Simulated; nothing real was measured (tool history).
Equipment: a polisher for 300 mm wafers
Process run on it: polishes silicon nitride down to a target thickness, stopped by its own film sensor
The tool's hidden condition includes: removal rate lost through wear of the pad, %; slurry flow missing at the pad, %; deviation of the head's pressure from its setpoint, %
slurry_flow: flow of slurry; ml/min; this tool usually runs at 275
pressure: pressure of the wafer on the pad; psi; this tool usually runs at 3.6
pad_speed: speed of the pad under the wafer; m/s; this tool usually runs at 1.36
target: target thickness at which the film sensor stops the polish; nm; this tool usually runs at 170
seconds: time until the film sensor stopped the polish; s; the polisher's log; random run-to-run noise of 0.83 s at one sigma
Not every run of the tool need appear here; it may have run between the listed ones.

run	day	slurry_flow	pressure	pad_speed	target	wafers since the last listed run	wafers polished on this pad	hours since the slurry nozzle was cleaned	hours since the head pressure was calibrated	incoming thickness of the incoming film, nm	seconds
1	0	215	3.6	1.36	170	0	911	382.9	341.8	314.4	71.9
# day 1.958: slurry nozzle cleaned
2	2.225	215	3.6	1.36	170	543	1454	6.4	395.2	309.1	76.3
# day 3.575: worn pad replaced by a new one
3	3.996	275	3.6	1.36	170	399	104	48.9	437.7	310.2	68
4	6.371	275	3.6	1.1	170	590	695	105.9	494.7	305.7	77.3
5	8.033	275	3.6	1.36	170	413	1109	145.8	534.6	314.8	72.8
6	9.6	275	4.5	1.08	170	389	1499	183.4	572.2	309.3	72.2
# day 10.95: worn pad replaced by a new one
7	10.971	275	4	1.36	170	299	5	216.3	605.1	310.7	62
8	12.05	275	4	1.36	170	268	273	242.2	631	307.8	61.7
# day 13.825: head pressure recalibrated
9	14.354	275	4	1.36	170	552	826	297.5	12.7	307.9	62.9
10	16.958	275	3.6	1.36	170	647	1474	360	75.2	309.8	74.9
11	18.25	275	3.6	1.54	170	321	1795	391	106.2	310.5	72.1
# day 18.604: worn pad replaced by a new one
# day 20.171: slurry nozzle cleaned
12	20.192	275	3	1.7	210	431	384	0.5	152.8	307.8	47.2
13	23.096	275	3.6	1.36	144	722	1106	70.2	222.5	306.4	82
# day 25.179: worn pad replaced by a new one
14	25.575	245	2.7	1	195	575	98	129.7	282	310.1	89.6
15	27.696	310	4.2	1.36	194	527	626	180.6	332.9	306.6	48.9
16	28.779	275	3.6	0.98	170	269	896	206.6	358.9	312	87.1
# day 30.992: worn pad replaced by a new one
17	31.683	325	3.6	1.08	187	681	172	276.3	428.6	311	71.3
18	33.396	215	3.6	1.36	170	426	598	317.4	469.7	305.5	67.4

A few steps of seconds between consecutive runs. Split each: what settings, incoming material and random variation would produce without the hidden state, and what is left over for the hidden state, along with gauge scatter present in only one of the two compared results (measured, and without hidden state):
Run 11 -> 12: pressure 3.6 -> 3, pad_speed 1.54 -> 1.7, target 170 -> 210, worn pad replaced by a new one, slurry nozzle cleaned. seconds -24.9 s: hidden state -9.8, all else -15.1.
Run 14 -> 15: slurry_flow 245 -> 310, pressure 2.7 -> 4.2, pad_speed 1 -> 1.36, target 195 -> 194. seconds -40.7 s: hidden state +0.2, all else -40.9.

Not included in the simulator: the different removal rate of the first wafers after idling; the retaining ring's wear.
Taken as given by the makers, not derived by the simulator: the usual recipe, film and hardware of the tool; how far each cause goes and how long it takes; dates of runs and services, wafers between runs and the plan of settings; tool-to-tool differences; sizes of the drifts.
